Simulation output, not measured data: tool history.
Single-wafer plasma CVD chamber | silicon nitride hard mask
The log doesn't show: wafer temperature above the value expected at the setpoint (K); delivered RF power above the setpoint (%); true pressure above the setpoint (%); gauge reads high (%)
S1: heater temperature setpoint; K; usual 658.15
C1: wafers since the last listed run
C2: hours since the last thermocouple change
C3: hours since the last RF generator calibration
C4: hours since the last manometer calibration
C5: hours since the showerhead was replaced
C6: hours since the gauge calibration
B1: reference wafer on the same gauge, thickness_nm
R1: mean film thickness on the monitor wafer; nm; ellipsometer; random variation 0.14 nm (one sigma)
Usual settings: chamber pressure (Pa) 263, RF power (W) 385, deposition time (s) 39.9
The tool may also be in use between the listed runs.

{"run": 1, "day": 0.0, "S1": 658.15, "chamber pressure (Pa)": 263, "RF power (W)": 385, "deposition time (s)": 39.9, "C1": 0, "C2": 2492.2, "C3": 1741.0, "C4": 2560.9, "C5": 6436.7, "C6": 95.2, "B1": 51.973, "R1": 63.854}
{"run": 2, "day": 0.95, "S1": 658.15, "chamber pressure (Pa)": 263, "RF power (W)": 385, "deposition time (s)": 39.9, "C1": 274, "C2": 2515.0, "C3": 1763.8, "C4": 2583.7, "C5": 6459.5, "C6": 118.0, "B1": 51.934, "R1": 64.213}
{"run": 3, "day": 1.954, "S1": 658.15, "chamber pressure (Pa)": 263, "RF power (W)": 385, "deposition time (s)": 39.9, "C1": 290, "C2": 2539.1, "C3": 1787.9, "C4": 2607.8, "C5": 6483.6, "C6": 142.1, "B1": 51.999, "R1": 63.911}
{"run": 4, "day": 2.858, "S1": 658.15, "chamber pressure (Pa)": 263, "RF power (W)": 385, "deposition time (s)": 39.9, "C1": 261, "C2": 2560.8, "C3": 1809.6, "C4": 2629.5, "C5": 6505.3, "C6": 163.8, "B1": 51.995, "R1": 63.807}
{"run": 5, "day": 4.017, "S1": 658.15, "chamber pressure (Pa)": 283, "RF power (W)": 385, "deposition time (s)": 39.9, "C1": 334, "C2": 2588.6, "C3": 1837.4, "C4": 2657.3, "C5": 6533.1, "C6": 191.6, "B1": 51.98, "R1": 65.388}
{"run": 6, "day": 4.583, "S1": 658.15, "chamber pressure (Pa)": 263, "RF power (W)": 340, "deposition time (s)": 39.9, "C1": 163, "C2": 2602.2, "C3": 1851.0, "C4": 2670.9, "C5": 6546.7, "C6": 205.2, "B1": 51.96, "R1": 58.482}
{"run": 7, "day": 5.625, "S1": 658.15, "chamber pressure (Pa)": 263, "RF power (W)": 410, "deposition time (s)": 39.9, "C1": 300, "C2": 2627.2, "C3": 1876.0, "C4": 2695.9, "C5": 6571.7, "C6": 230.2, "B1": 52.045, "R1": 66.81}
{"day": 6.421, "done": "RF generator calibrated"}
{"run": 8, "day": 6.442, "S1": 651.15, "chamber pressure (Pa)": 327, "RF power (W)": 340, "deposition time (s)": 39.9, "C1": 139, "C2": 2646.8, "C3": 0.5, "C4": 2715.5, "C5": 6591.3, "C6": 249.8, "B1": 52.008, "R1": 62.533}
{"run": 9, "day": 7.021, "S1": 658.15, "chamber pressure (Pa)": 263, "RF power (W)": 385, "deposition time (s)": 39.9, "C1": 167, "C2": 2660.7, "C3": 14.4, "C4": 2729.4, "C5": 6605.2, "C6": 263.7, "B1": 52.021, "R1": 63.97}
{"day": 8.233, "done": "capacitance manometer re-zeroed and calibrated"}
{"day": 8.842, "done": "gauge calibrated"}
{"day": 9.271, "done": "showerhead replaced"}
{"run": 10, "day": 10.204, "S1": 658.15, "chamber pressure (Pa)": 263, "RF power (W)": 385, "deposition time (s)": 39.9, "C1": 726, "C2": 2737.1, "C3": 90.8, "C4": 47.3, "C5": 22.4, "C6": 32.7, "B1": 51.919, "R1": 64.17}
{"day": 10.879, "done": "thermocouple changed; heater temperature recalibrated"}
{"run": 11, "day": 10.9, "S1": 664.15, "chamber pressure (Pa)": 212, "RF power (W)": 325, "deposition time (s)": 34.3, "C1": 104, "C2": 0.5, "C3": 107.5, "C4": 64.0, "C5": 39.1, "C6": 49.4, "B1": 52.032, "R1": 45.218}
{"run": 12, "day": 12.008, "S1": 658.15, "chamber pressure (Pa)": 296, "RF power (W)": 345, "deposition time (s)": 39.9, "C1": 320, "C2": 27.1, "C3": 134.1, "C4": 90.6, "C5": 65.7, "C6": 76.0, "B1": 52.034, "R1": 61.103}
{"run": 13, "day": 13.162, "S1": 667.15, "chamber pressure (Pa)": 263, "RF power (W)": 325, "deposition time (s)": 33.3, "C1": 333, "C2": 54.8, "C3": 161.8, "C4": 118.3, "C5": 93.4, "C6": 103.7, "B1": 52.004, "R1": 47.138}
{"run": 14, "day": 13.875, "S1": 644.15, "chamber pressure (Pa)": 263, "RF power (W)": 385, "deposition time (s)": 39.9, "C1": 205, "C2": 71.9, "C3": 178.9, "C4": 135.4, "C5": 110.5, "C6": 120.8, "B1": 52.009, "R1": 64.29}

Hidden state at the last listed run before each entry between runs and at the first one after, where it differs:
Between runs 7 and 8: RF generator calibrated (day 6.421)
  no hidden state differs between the two runs
Between runs 9 and 10: capacitance manometer re-zeroed and calibrated (day 8.233); gauge calibrated (day 8.842); showerhead replaced (day 9.271)
  no hidden state differs between the two runs
Between runs 10 and 11: thermocouple changed; heater temperature recalibrated (day 10.879)
  no hidden state differs between the two runs
